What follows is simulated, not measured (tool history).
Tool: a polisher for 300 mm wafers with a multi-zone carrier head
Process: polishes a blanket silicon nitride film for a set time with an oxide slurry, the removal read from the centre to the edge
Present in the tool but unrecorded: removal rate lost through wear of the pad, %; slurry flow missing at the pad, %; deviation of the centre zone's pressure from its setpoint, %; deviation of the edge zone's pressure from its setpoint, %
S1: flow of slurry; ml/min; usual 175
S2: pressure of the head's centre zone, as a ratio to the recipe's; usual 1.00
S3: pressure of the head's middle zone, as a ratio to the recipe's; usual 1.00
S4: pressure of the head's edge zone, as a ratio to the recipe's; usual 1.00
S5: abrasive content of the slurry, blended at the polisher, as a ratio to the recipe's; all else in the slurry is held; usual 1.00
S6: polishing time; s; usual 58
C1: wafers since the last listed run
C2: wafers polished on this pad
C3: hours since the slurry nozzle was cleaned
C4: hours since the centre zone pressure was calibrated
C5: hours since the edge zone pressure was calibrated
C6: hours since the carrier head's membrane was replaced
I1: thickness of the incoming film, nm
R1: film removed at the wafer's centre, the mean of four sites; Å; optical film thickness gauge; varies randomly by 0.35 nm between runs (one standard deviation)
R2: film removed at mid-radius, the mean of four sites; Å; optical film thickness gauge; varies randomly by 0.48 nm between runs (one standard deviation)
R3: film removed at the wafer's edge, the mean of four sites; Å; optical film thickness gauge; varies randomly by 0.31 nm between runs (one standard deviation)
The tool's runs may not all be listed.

Run 1, hour 0.0: usual settings but S2 0.97; C1 0; C2 214; C3 640.4; C4 319.5; C5 1451.5; C6 1030.3; I1 537.0. Result: R1 405 Å, R2 418 Å, R3 424 Å.
Run 2, hour 9.0: usual settings but S2 0.97; C1 102; C2 316; C3 649.4; C4 328.5; C5 1460.5; C6 1039.3; I1 538.0. Result: R1 402 Å, R2 427 Å, R3 428 Å.
Run 3, hour 25.3: usual settings; C1 184; C2 501; C3 665.7; C4 344.8; C5 1476.8; C6 1055.6; I1 531.6. Result: R1 414 Å, R2 433 Å, R3 428 Å.
Run 4, hour 31.3: usual settings; C1 68; C2 569; C3 671.7; C4 350.8; C5 1482.8; C6 1061.6; I1 532.1. Result: R1 406 Å, R2 433 Å, R3 428 Å.
Run 5, hour 41.7: usual settings but S2 1.09; C1 118; C2 687; C3 682.1; C4 361.2; C5 1493.2; C6 1072.0; I1 542.3. Result: R1 440 Å, R2 429 Å, R3 425 Å.
Run 6, hour 58.9: usual settings but S2 1.09; C1 195; C2 883; C3 699.3; C4 378.4; C5 1510.4; C6 1089.2; I1 523.7. Result: R1 436 Å, R2 426 Å, R3 422 Å.
At hour 69.3: carrier head's membrane replaced by a new one.
Run 7, hour 69.8: usual settings; C1 66; C2 950; C3 710.2; C4 389.3; C5 1521.3; C6 0.5; I1 526.7. Result: R1 393 Å, R2 434 Å, R3 425 Å.
At hour 80.4: slurry nozzle cleaned.
Run 8, hour 80.9: usual settings but S3 1.11, S4 1.04; C1 114; C2 1064; C3 0.5; C4 400.4; C5 1532.4; C6 11.6; I1 532.6. Result: R1 389 Å, R2 465 Å, R3 429 Å.
At hour 98.8: worn pad replaced by a new one.
Run 9, hour 99.3: usual settings but S1 200 ml/min, S2 1.06, S5 1.20; C1 163; C2 5; C3 18.9; C4 418.8; C5 1550.8; C6 30.0; I1 534.9. Result: R1 442 Å, R2 477 Å, R3 461 Å.
At hour 102.4: centre zone pressure recalibrated.
At hour 110.1: edge zone pressure recalibrated.
Run 10, hour 114.8: usual settings but S5 0.75; C1 130; C2 135; C3 34.4; C4 12.4; C5 4.7; C6 45.5; I1 537.9. Result: R1 412 Å, R2 398 Å, R3 395 Å.
Run 11, hour 127.1: usual settings; C1 139; C2 275; C3 46.7; C4 24.7; C5 17.0; C6 57.8; I1 527.7. Result: R1 448 Å, R2 429 Å, R3 425 Å.
Run 12, hour 134.7: usual settings but S4 1.07, S5 0.90; C1 86; C2 361; C3 54.3; C4 32.3; C5 24.6; C6 65.4; I1 534.2. Result: R1 439 Å, R2 417 Å, R3 430 Å.
Run 13, hour 141.1: usual settings but S2 0.89, S4 0.92, S6 64 s; C1 72; C2 434; C3 60.7; C4 38.7; C5 31.0; C6 71.8; I1 541.4. Result: R1 443 Å, R2 477 Å, R3 450 Å.
Run 14, hour 154.9: usual settings but S1 120 ml/min, S4 1.06, S5 0.75, S6 66 s; C1 156; C2 590; C3 74.5; C4 52.5; C5 44.8; C6 85.6; I1 530.7. Result: R1 422 Å, R2 418 Å, R3 426 Å.

4 options for the next run, each taken on its own from the tool as it stands now. Forecast them:
Run A, hour 155.3: usual settings; C1 4; C2 595; C3 74.9; C4 52.9; C5 45.2; C6 86.0; I1 538.9. Result: R1 ?, R2 ?, R3 ?.
Run B, hour 155.3: usual settings but S1 195 ml/min, S5 0.80, S6 71 s; C1 4; C2 595; C3 74.9; C4 52.9; C5 45.2; C6 86.0; I1 538.9. Result: R1 ?, R2 ?, R3 ?.
Run C, hour 155.3: usual settings but S2 1.11, S4 0.96, S5 0.80, S6 66 s; C1 4; C2 595; C3 74.9; C4 52.9; C5 45.2; C6 86.0; I1 538.9. Result: R1 ?, R2 ?, R3 ?.
Run D, hour 155.3: usual settings but S3 0.95, S6 75 s; C1 4; C2 595; C3 74.9; C4 52.9; C5 45.2; C6 86.0; I1 538.9. Result: R1 ?, R2 ?, R3 ?.

run   R1   R2   R3
  A  452  425  427
  B  529  497  496
  C  535  453  446
  D  584  527  552
With no hidden state in the tool, these same runs would have given:
run   R1   R2   R3
  A  454  425  427
  B  532  497  496
  C  538  453  446
  D  587  527  552
